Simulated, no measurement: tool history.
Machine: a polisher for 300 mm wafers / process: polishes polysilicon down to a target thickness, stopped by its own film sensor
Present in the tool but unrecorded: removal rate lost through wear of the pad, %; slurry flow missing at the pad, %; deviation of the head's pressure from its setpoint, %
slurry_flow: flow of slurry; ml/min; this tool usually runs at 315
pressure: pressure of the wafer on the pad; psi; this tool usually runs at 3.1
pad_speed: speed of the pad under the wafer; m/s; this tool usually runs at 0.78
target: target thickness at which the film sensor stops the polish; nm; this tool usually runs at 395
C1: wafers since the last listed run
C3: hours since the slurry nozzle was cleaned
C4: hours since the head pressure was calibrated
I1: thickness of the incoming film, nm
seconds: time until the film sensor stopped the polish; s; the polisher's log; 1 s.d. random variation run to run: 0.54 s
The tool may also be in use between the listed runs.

Run 1, hour 0.0: usual settings; C1 0; wafers polished on this pad 270; C3 297.5; C4 1029.4; I1 650.1. Result: seconds 45.8 s.
Run 2, hour 8.3: usual settings but pad_speed 0.94 m/s; C1 60; wafers polished on this pad 331; C3 305.8; C4 1037.7; I1 670.1. Result: seconds 41.0 s.
Run 3, hour 25.8: usual settings but pad_speed 0.94 m/s; C1 127; wafers polished on this pad 459; C3 323.3; C4 1055.2; I1 654.6. Result: seconds 39.9 s.
Run 4, hour 36.1: usual settings; C1 75; wafers polished on this pad 534; C3 333.6; C4 1065.5; I1 656.1. Result: seconds 49.7 s.
Run 5, hour 50.0: usual settings; C1 101; wafers polished on this pad 636; C3 347.5; C4 1079.4; I1 660.1. Result: seconds 52.0 s.
At hour 55.7: worn pad replaced by a new one.
Run 6, hour 57.7: usual settings; C1 27; wafers polished on this pad 14; C3 355.2; C4 1087.1; I1 648.4. Result: seconds 43.1 s.
Run 7, hour 72.1: usual settings; C1 105; wafers polished on this pad 120; C3 369.6; C4 1101.5; I1 650.7. Result: seconds 44.3 s.
Run 8, hour 88.0: usual settings but pad_speed 0.96 m/s; C1 116; wafers polished on this pad 236; C3 385.5; C4 1117.4; I1 666.7. Result: seconds 38.6 s.
Run 9, hour 105.9: usual settings; C1 130; wafers polished on this pad 367; C3 403.4; C4 1135.3; I1 657.9. Result: seconds 46.6 s.
Run 10, hour 117.8: usual settings; C1 87; wafers polished on this pad 454; C3 415.3; C4 1147.2; I1 669.3. Result: seconds 50.3 s.
Run 11, hour 125.4: usual settings; C1 55; wafers polished on this pad 509; C3 422.9; C4 1154.8; I1 648.1. Result: seconds 47.7 s.
Run 12, hour 138.7: usual settings; C1 97; wafers polished on this pad 606; C3 436.2; C4 1168.1; I1 654.0. Result: seconds 50.6 s.
At hour 144.2: worn pad replaced by a new one.
Run 13, hour 152.8: usual settings; C1 73; wafers polished on this pad 63; C3 450.3; C4 1182.2; I1 662.3. Result: seconds 45.9 s.
Run 14, hour 166.7: usual settings; C1 101; wafers polished on this pad 164; C3 464.2; C4 1196.1; I1 650.8. Result: seconds 44.5 s.
At hour 180.9: head pressure recalibrated.
Run 15, hour 183.5: usual settings; C1 108; wafers polished on this pad 272; C3 481.0; C4 2.6; I1 670.6. Result: seconds 49.9 s.
Run 16, hour 209.4: usual settings; C1 189; wafers polished on this pad 462; C3 506.9; C4 28.5; I1 656.5. Result: seconds 47.5 s.
At hour 224.0: worn pad replaced by a new one, of another model than before.
Run 17, hour 227.3: usual settings; C1 101; wafers polished on this pad 24; C3 524.8; C4 46.4; I1 662.4. Result: seconds 47.4 s.

Predict the results of run 18:
Run 18, hour 235.2: usual settings but pad_speed 0.68 m/s; C1 57; wafers polished on this pad 81; C3 532.7; C4 54.3; I1 662.7. Result: seconds ?.

Run 18 came out at seconds 51.0 s.
Take away the tool's hidden state, keep the run-to-run variation as it was, and the same run would have given seconds 49.7 s.

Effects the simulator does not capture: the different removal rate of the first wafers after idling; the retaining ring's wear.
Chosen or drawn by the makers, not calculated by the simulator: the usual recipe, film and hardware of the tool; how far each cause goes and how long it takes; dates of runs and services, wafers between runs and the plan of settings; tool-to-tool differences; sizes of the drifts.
